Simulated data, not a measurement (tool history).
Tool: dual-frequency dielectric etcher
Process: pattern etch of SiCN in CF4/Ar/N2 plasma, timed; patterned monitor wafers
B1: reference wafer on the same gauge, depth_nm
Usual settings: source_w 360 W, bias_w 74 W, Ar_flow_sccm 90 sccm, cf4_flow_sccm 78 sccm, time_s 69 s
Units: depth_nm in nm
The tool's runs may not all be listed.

run 1 day=0 | source_w=360 bias_w=74 Ar_flow_sccm=90 cf4_flow_sccm=78 time_s=69 | B1=46.5 | depth_nm=55.6
run 2 day=0.929 | source_w=360 bias_w=74 Ar_flow_sccm=90 cf4_flow_sccm=78 time_s=69 | B1=46.5 | depth_nm=55.4
run 3 day=1.775 | source_w=360 bias_w=74 Ar_flow_sccm=90 cf4_flow_sccm=78 time_s=69 | B1=46.5 | depth_nm=55.6
-- day=3.825 wet clean of the chamber
run 4 day=3.846 | source_w=360 bias_w=74 Ar_flow_sccm=90 cf4_flow_sccm=78 time_s=69 | B1=46.5 | depth_nm=54.3
run 5 day=3.942 | source_w=360 bias_w=74 Ar_flow_sccm=90 cf4_flow_sccm=78 time_s=69 | B1=46.5 | depth_nm=54.5
run 6 day=5.312 | source_w=300 bias_w=74 Ar_flow_sccm=90 cf4_flow_sccm=78 time_s=69 | B1=46.5 | depth_nm=50
-- day=5.633 gauge calibrated
run 7 day=6.088 | source_w=300 bias_w=74 Ar_flow_sccm=90 cf4_flow_sccm=78 time_s=69 | B1=46.5 | depth_nm=50.1
run 8 day=7.183 | source_w=360 bias_w=61 Ar_flow_sccm=90 cf4_flow_sccm=78 time_s=69 | B1=46.5 | depth_nm=52.6
-- day=7.838 Ar flow controller replaced
run 9 day=7.858 | source_w=300 bias_w=74 Ar_flow_sccm=90 cf4_flow_sccm=78 time_s=69 | B1=46.6 | depth_nm=50.1
run 10 day=9.221 | source_w=440 bias_w=74 Ar_flow_sccm=84 cf4_flow_sccm=86 time_s=85 | B1=46.5 | depth_nm=77.1
run 11 day=10.042 | source_w=420 bias_w=74 Ar_flow_sccm=90 cf4_flow_sccm=78 time_s=69 | B1=46.5 | depth_nm=59.5
run 12 day=11.512 | source_w=360 bias_w=74 Ar_flow_sccm=90 cf4_flow_sccm=78 time_s=69 | B1=46.4 | depth_nm=54.9
-- day=12.408 CF4 flow controller replaced
run 13 day=12.817 | source_w=360 bias_w=74 Ar_flow_sccm=73 cf4_flow_sccm=78 time_s=84 | B1=46.5 | depth_nm=68.6
-- day=14.221 source power generator calibrated
-- day=14.275 bias power generator calibrated
-- day=15.429 upper electrode replaced
run 14 day=16.517 | source_w=360 bias_w=74 Ar_flow_sccm=90 cf4_flow_sccm=78 time_s=69 | B1=46.5 | depth_nm=55.2
run 15 day=17.229 | source_w=410 bias_w=74 Ar_flow_sccm=90 cf4_flow_sccm=68 time_s=69 | B1=46.5 | depth_nm=58.4
-- day=18.658 wet clean of the chamber
run 16 day=19.5 | source_w=430 bias_w=74 Ar_flow_sccm=90 cf4_flow_sccm=91 time_s=86 | B1=46.5 | depth_nm=76.1
run 17 day=20.338 | source_w=390 bias_w=80 Ar_flow_sccm=90 cf4_flow_sccm=90 time_s=76.5 | B1=46.5 | depth_nm=65.6
run 18 day=21.312 | source_w=450 bias_w=69 Ar_flow_sccm=76 cf4_flow_sccm=63 time_s=69 | B1=46.5 | depth_nm=60.6
run 19 day=22 | source_w=430 bias_w=74 Ar_flow_sccm=90 cf4_flow_sccm=78 time_s=77 | B1=46.4 | depth_nm=67.4
run 20 day=22.529 | source_w=300 bias_w=79 Ar_flow_sccm=90 cf4_flow_sccm=71 time_s=88.5 | B1=46.5 | depth_nm=64.2

The same runs without the tool's hidden state, with the same run-to-run variation:
The hidden state here: etch rate over this chamber's usual, %; source power that arrives over what is set, %; bias power that arrives over what is set, %; Ar flow that arrives over what is set, %; CF4 flow that arrives over what is set, %; gauge reads high (%).
run=1 depth_nm=54.6
run=2 depth_nm=54.3
run=3 depth_nm=54.4
run=4 depth_nm=54.3
run=5 depth_nm=54.4
run=6 depth_nm=49.8
run=7 depth_nm=50
run=8 depth_nm=52.4
run=9 depth_nm=49.8
run=10 depth_nm=76.6
run=11 depth_nm=59
run=12 depth_nm=54.4
run=13 depth_nm=67.8
run=14 depth_nm=54.4
run=15 depth_nm=57.5
run=16 depth_nm=75.9
run=17 depth_nm=65.4
run=18 depth_nm=60.4
run=19 depth_nm=67
run=20 depth_nm=63.9

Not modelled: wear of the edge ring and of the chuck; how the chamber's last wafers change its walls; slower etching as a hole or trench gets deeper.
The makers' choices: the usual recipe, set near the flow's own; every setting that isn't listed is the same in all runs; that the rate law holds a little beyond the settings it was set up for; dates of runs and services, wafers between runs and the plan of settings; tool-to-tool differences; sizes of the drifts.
